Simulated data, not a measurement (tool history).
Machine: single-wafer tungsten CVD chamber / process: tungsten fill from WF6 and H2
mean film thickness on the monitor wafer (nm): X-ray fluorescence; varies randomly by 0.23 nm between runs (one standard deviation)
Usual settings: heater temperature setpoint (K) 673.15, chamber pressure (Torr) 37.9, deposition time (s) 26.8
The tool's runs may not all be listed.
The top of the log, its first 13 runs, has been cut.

run	day	heater temperature setpoint (K)	chamber pressure (Torr)	deposition time (s)	read-back reference wafer on the same gauge, thickness_nm	mean film thickness on the monitor wafer (nm)
# day 11: thermocouple changed; heater temperature recalibrated
14	11.021	680.15	37.9	26.8	78.144	99.277
15	11.529	684.15	29.2	30.3	78.121	108.874
16	11.983	687.15	32.8	26.8	78.101	104.736
17	12.246	673.15	37.9	24.1	78.118	80.52
18	13.971	662.15	29.1	23.9	78.2	60.082
19	14.558	687.15	32.8	26.8	78.067	105.076
20	15.25	673.15	29.5	28.8	78.136	88.096
21	15.696	658.15	46.1	31	78.078	86.257
22	16.162	688.15	32.5	24.1	78.114	95.427
23	16.812	673.15	40.8	21.8	78.093	74.835
24	17.504	666.15	31.1	30.5	78.089	84.801
25	17.792	662.15	35.1	29.1	78.109	79.005
26	18.379	684.15	29.2	30.3	78.096	109.01
27	18.642	661.15	40.6	26.8	78.123	75.297
28	19.262	673.15	47.3	26.8	78.124	97.5
29	19.629	673.15	37.9	26.8	78.096	89.42
30	20.271	683.15	31.5	22.3	78.067	81.674
31	20.954	683.15	31.7	21.5	78.123	78.732
32	21.254	663.15	43.3	23.3	78.087	69.717
33	21.7	673.15	37.9	26.8	78.049	89.888
# day 21.912: gauge calibrated
34	22.333	667.15	41.4	26.8	78.016	84.28

Predict each of these 4 candidate next runs independently; none follows another, all start after run 34:
A	22.35	673.15	37.9	26.8	?	?
B	22.35	673.15	29.1	30.2	?	?
C	22.35	666.15	32.6	25.3	?	?
D	22.35	678.15	37.9	22	?	?

run	read-back reference wafer on the same gauge, thickness_nm	mean film thickness on the monitor wafer (nm)
A	78.106	90.322
B	78.106	92.378
C	78.106	71.833
D	78.106	80.097
Without the tool's hidden state the same runs would have given:
run	mean film thickness on the monitor wafer (nm)
A	90.082
B	92.133
C	71.631
D	79.887
